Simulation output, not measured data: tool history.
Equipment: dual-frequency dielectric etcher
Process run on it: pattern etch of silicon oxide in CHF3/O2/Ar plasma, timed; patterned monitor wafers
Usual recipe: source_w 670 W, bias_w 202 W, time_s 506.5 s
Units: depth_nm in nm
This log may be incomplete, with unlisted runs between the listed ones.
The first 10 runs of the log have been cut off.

run	day	source_w	bias_w	time_s	read-back reference wafer on the same gauge, depth_nm	depth_nm
11	11.304	800	178	644.5	1159.5	1381.3
# day 13.025: bias power generator calibrated
# day 13.138: wet clean of the chamber
12	13.158	710	220	589	1160.9	1264.5
13	13.508	810	240	506.5	1161.2	1169.4
# day 13.867: source power generator calibrated
14	14.654	670	202	506.5	1158.1	1039.4
15	15.888	560	202	420.5	1159.4	837.5
16	17.021	610	235	432.5	1159.6	931.1
# day 17.483: gauge calibrated
17	17.796	510	168	394	1160.9	720.8
18	19.238	670	202	506.5	1161.6	1061.2
19	20.279	670	202	506.5	1162.3	1061.5
20	21.05	540	161	559	1160	1026.1
21	22.238	670	169	362.5	1159.4	710.8
22	23.454	670	169	570	1160.3	1118.3
23	23.958	730	202	506.5	1159.3	1086.3
24	24.796	790	175	506.5	1160.2	1060.5
25	25.671	670	202	506.5	1160.2	1066.9
26	26.288	580	202	506.5	1160.4	1042
27	26.888	620	246	506.5	1158.8	1144.8
28	28.312	670	161	625	1158.1	1228.3
29	29.071	670	155	506.5	1159.6	983.9
30	30.542	670	202	618.5	1159.2	1322.5
31	32.004	670	202	506.5	1158.6	1090.1

Consider 3 possible next runs. They are alternatives, not a sequence: every one starts from the tool as it was left by run 31. What does each give?
A	32.029	670	202	419	?	?
B	32.029	510	202	506.5	?	?
C	32.029	570	161	633	?	?

run	read-back reference wafer on the same gauge, depth_nm	depth_nm
A	1159	894.1
B	1159	1015.8
C	1159	1199.7
What these runs would have given with no unlogged condition in the tool:
run	depth_nm
A	856.3
B	972.8
C	1148.9

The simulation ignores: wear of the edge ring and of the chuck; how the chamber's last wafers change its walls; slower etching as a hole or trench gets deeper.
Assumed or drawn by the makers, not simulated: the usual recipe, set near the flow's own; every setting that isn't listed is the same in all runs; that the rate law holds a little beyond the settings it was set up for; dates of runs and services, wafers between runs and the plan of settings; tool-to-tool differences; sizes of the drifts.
